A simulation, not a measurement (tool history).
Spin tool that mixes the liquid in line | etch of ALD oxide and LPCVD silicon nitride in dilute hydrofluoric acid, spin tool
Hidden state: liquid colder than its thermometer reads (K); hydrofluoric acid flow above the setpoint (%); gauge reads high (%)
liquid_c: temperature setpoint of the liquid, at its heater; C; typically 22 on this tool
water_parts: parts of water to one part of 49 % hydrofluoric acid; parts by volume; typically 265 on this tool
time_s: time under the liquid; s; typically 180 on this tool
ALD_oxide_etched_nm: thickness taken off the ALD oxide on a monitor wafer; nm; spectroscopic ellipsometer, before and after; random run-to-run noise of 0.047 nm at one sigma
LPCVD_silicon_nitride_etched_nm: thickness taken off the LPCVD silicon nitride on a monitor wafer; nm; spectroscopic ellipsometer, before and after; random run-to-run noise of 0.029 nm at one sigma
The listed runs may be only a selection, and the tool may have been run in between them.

run,hour,liquid_c,water_parts,time_s,wafers since the last listed run,hours since the thermometer was replaced,hours since the hydrofluoric acid flow meter was replaced,hours since the gauge calibration,"read-back film thickness of the ALD oxide reference wafer, read on the same gauge (nm)","read-back film thickness of the LPCVD silicon nitride reference wafer, read on the same gauge (nm)",ALD_oxide_etched_nm,LPCVD_silicon_nitride_etched_nm
1,0,22,265,180,0,331.5,195.2,142.4,40.02,130,6.51,0.234
2,25,24,265,180,225,356.5,220.2,167.4,40.03,129.982,6.95,0.348
3,40.6,22,265,180,140,372.1,235.8,183,40.01,130.004,6.49,0.285
4,57.3,25,265,180,150,388.8,252.5,199.7,40.02,130.01,7.19,0.411
# hour 61.6: gauge calibrated
5,72.2,25,265,180,134,403.7,267.4,10.6,39.99,130.034,7.25,0.336
6,86.2,22,265,180,126,417.7,281.4,24.6,39.98,130.017,6.53,0.22
7,93.8,25.5,265,180,68,425.3,289,32.2,39.97,130.024,7.39,0.317
8,105.1,25.5,265,180,101,436.6,300.3,43.5,40.02,129.998,7.41,0.376
9,122.8,25.5,265,180,159,454.3,318,61.2,40.01,130.003,7.39,0.398
10,140.4,22,265,180,158,471.9,335.6,78.8,40.02,129.998,6.55,0.266
11,154.1,22,265,180,123,485.6,349.3,92.5,39.99,130.011,6.48,0.313
# hour 158.4: thermometer replaced
12,171.3,22,265,180,146,12.9,366.5,109.7,40.04,130.026,7.02,0.337
13,183.1,23.5,175,180,106,24.7,378.3,121.5,39.98,129.997,12.24,0.525
# hour 197.2: hydrofluoric acid flow meter replaced
14,198.7,20.5,325,245,131,40.3,1.5,137.1,40.01,129.999,6.37,0.289
15,214.7,22,265,180,144,56.3,17.5,153.1,40.02,130.016,6.46,0.285
16,229.9,22,265,180,136,71.5,32.7,168.3,39.99,129.986,6.42,0.326
17,244.8,17.5,265,180,134,86.4,47.6,183.2,40.03,130.011,5.38,0.232
18,251.7,22,265,180,62,93.3,54.5,190.1,40,129.982,6.47,0.28
19,258.8,22,345,215,63,100.4,61.6,197.2,39.99,129.99,5.54,0.32
20,265.5,25,265,180,60,107.1,68.3,203.9,39.98,130.005,7.19,0.332
21,272.1,25.5,185,70,59,113.7,74.9,210.5,40.02,129.994,4.46,0.175
22,280.6,22,265,75,76,122.2,83.4,219,40,130.012,2.66,0.129
# hour 283.1: gauge calibrated
23,290.4,22,265,180,88,132,93.2,7.3,40,130.019,6.48,0.29
24,343.1,18.5,350,180,474,184.7,145.9,60,40.01,129.977,4.03,0.15
25,351.1,18.5,265,280,72,192.7,153.9,68,40.01,129.986,8.89,0.354
26,359.5,24.5,220,260,75,201.1,162.3,76.4,39.98,129.996,13.13,0.673

Each row is a separate what-if for the run after 26, all from the same tool condition, not one after another. Results?
A,360,22,340,180,4,201.6,162.8,76.9,?,?,?,?
B,360,22,265,85,4,201.6,162.8,76.9,?,?,?,?
C,360,26,265,180,4,201.6,162.8,76.9,?,?,?,?
D,360,20,265,90,4,201.6,162.8,76.9,?,?,?,?

run,"read-back film thickness of the ALD oxide reference wafer, read on the same gauge (nm)","read-back film thickness of the LPCVD silicon nitride reference wafer, read on the same gauge (nm)",ALD_oxide_etched_nm,LPCVD_silicon_nitride_etched_nm
A,39.97,129.992,4.75,0.213
B,39.97,129.992,3.07,0.128
C,39.97,129.992,7.52,0.348
D,39.97,129.992,3.02,0.119
The same runs, with their run-to-run variation unchanged, on a tool lacking any hidden condition would have given:
run,ALD_oxide_etched_nm,LPCVD_silicon_nitride_etched_nm
A,4.74,0.221
B,3.08,0.133
C,7.51,0.361
D,3.03,0.124

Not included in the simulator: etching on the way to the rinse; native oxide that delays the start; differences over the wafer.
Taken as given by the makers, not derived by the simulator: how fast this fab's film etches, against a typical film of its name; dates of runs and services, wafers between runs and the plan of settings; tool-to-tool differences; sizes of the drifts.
